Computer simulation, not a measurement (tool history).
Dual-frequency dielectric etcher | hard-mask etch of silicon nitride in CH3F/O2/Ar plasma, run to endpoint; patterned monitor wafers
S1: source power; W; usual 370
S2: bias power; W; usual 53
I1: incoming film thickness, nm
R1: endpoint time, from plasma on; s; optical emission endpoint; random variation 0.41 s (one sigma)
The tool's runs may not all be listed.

run	day	S1	S2	I1	R1
1	0	390	61	44.94	65.9
# day 2.354: wet clean of the chamber
2	3.246	390	61	44.78	64.5
3	5.954	390	61	45.11	66.2
4	9.912	370	53	44.86	72.7
5	14.096	370	53	44.47	72.3
# day 16.771: wet clean of the chamber
6	16.838	370	46	44.56	74.5
# day 19.683: bias power generator calibrated
7	19.704	370	46	45.03	75.5
8	22.096	310	59	45.14	75.7
9	24.45	450	62	44.62	61.5
# day 26.433: source power generator calibrated
10	28.312	370	47	44.98	77.2
# day 29.367: upper electrode replaced
# day 30.362: wet clean of the chamber
11	32.762	370	53	44.66	71.4
12	34.317	370	53	44.89	72.8
13	38.088	290	41	44.67	93.3
14	41.775	460	53	44.75	66.1

Forecast each of these 3 alternatives for the next run:
A	41.792	370	53	44.52	?
B	41.792	310	61	44.52	?
C	41.792	370	41	44.52	?

run	R1
A	74.1
B	76.6
C	82.9
Without the tool's hidden state the same runs would have given:
run	R1
A	69.9
B	72.3
C	78.2

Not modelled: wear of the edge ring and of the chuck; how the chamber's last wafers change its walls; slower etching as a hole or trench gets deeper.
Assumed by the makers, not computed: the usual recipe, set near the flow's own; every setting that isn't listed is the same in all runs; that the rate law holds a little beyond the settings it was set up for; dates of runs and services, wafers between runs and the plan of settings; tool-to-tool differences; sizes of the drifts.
